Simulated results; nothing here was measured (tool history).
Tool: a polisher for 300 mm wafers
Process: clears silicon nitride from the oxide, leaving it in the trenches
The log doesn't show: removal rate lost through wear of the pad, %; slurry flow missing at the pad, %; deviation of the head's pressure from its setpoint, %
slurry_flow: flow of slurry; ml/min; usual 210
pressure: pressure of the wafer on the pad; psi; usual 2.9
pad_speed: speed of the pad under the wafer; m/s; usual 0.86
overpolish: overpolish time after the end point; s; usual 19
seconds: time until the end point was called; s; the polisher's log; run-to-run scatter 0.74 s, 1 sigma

run	day	slurry_flow	pressure	pad_speed	overpolish	wafers since the last listed run	wafers polished on this pad	hours since the slurry nozzle was cleaned	hours since the head pressure was calibrated	incoming thickness of the incoming film, nm	seconds
1	0	210	2.9	0.86	19	0	1114	34.3	951.1	59.5	90.9
2	1.525	210	2.9	0.86	19	218	1333	70.9	987.7	59	90.1
3	3.362	210	2.9	0.86	19	263	1596	115	1031.8	59.9	95.2
# day 3.842: worn pad replaced by a new one
4	4.812	210	2.9	0.86	19	184	139	149.8	1066.6	59.7	90.9
# day 9.175: slurry nozzle cleaned
5	10.942	210	2.9	0.86	19	872	1012	42.4	1213.7	60	95.2
6	12.138	260	2.9	0.86	19	171	1183	71.1	1242.4	58.8	94.3
7	14.342	260	2.9	0.86	19	316	1499	124	1295.3	58.8	98.6
# day 15.592: worn pad replaced by a new one
8	17.038	260	2.9	0.86	19	362	207	188.7	1360	60.1	90.2
# day 17.829: head pressure recalibrated
9	18.85	210	2.9	0.86	19	247	455	232.2	24.5	60.2	81.5
10	20.392	210	2.9	0.86	19	221	676	269.2	61.5	59.6	82.5
# day 21.4: slurry nozzle cleaned
11	23.229	210	2.9	0.86	19	400	1076	43.9	129.6	59.2	84.1
# day 24.883: worn pad replaced by a new one
12	29.575	190	2.9	0.86	25	885	672	196.2	281.9	61.2	84.4
13	31.721	210	2.9	0.86	19	307	980	247.7	333.4	60.5	86

The next listed run, before its measurement:
# day 32.562: slurry nozzle cleaned
14	34.717	140	2.4	0.56	13	423	1404	51.7	405.3	59.3	?

seconds: 165.2 s
Minus the tool's unlogged condition, the same run would have read seconds 151.5 s.
